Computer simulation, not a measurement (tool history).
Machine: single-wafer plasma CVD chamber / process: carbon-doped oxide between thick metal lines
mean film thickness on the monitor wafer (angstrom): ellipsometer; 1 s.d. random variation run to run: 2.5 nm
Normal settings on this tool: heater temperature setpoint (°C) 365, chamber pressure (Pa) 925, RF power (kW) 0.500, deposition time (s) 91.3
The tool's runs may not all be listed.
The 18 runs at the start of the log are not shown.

run,hour,heater temperature setpoint (°C),chamber pressure (Pa),RF power (kW),deposition time (s),wafers since the last listed run,hours since the last thermocouple change,hours since the last RF generator calibration,hours since the last manometer calibration,hours since the showerhead was replaced,hours since the gauge calibration,"read-back reference wafer on the same gauge, thickness_nm",mean film thickness on the monitor wafer (angstrom)
19,247.8,365,1065,0.500,91.3,121,188.6,215.9,204.9,112.7,617.3,440.306,4891.92
20,256.3,365,925,0.500,91.3,62,197.1,224.4,213.4,121.2,625.8,440.281,4853.75
# hour 257.8: gauge calibrated
21,271.8,374,925,0.500,91.3,114,212.6,239.9,228.9,136.7,14.0,439.487,4825.80
22,284.1,365,925,0.500,91.3,90,224.9,252.2,241.2,149.0,26.3,439.935,4919.43
23,296.4,365,925,0.500,91.3,90,237.2,264.5,253.5,161.3,38.6,439.831,4899.01
24,314.3,365,800,0.500,91.3,132,255.1,282.4,271.4,179.2,56.5,440.107,4834.31
25,321.8,365,925,0.500,103.1,55,262.6,289.9,278.9,186.7,64.0,439.817,5536.53
26,331.5,365,925,0.500,108.2,71,272.3,299.6,288.6,196.4,73.7,439.783,5779.88
27,339.8,365,925,0.500,91.3,61,280.6,307.9,296.9,204.7,82.0,439.944,4886.24
28,349.4,365,925,0.500,91.3,70,290.2,317.5,306.5,214.3,91.6,440.180,4891.26
29,366.0,365,925,0.500,101.3,122,306.8,334.1,323.1,230.9,108.2,440.293,5379.98
30,378.7,365,925,0.500,99.5,93,319.5,346.8,335.8,243.6,120.9,439.962,5323.15

3 options for the next run, each taken on its own from the tool as it stands now. Forecast them:
A,379.1,365,925,0.500,91.3,2,319.9,347.2,336.2,244.0,121.3,?,?
B,379.1,365,1133,0.500,91.3,2,319.9,347.2,336.2,244.0,121.3,?,?
C,379.1,376,747,0.500,91.3,2,319.9,347.2,336.2,244.0,121.3,?,?

run,"read-back reference wafer on the same gauge, thickness_nm",mean film thickness on the monitor wafer (angstrom)
A,440.184,4907.74
B,440.184,4956.60
C,440.184,4749.65
With no hidden state in the tool, these same runs would have given:
run,mean film thickness on the monitor wafer (angstrom)
A,4907.74
B,4956.60
C,4749.65
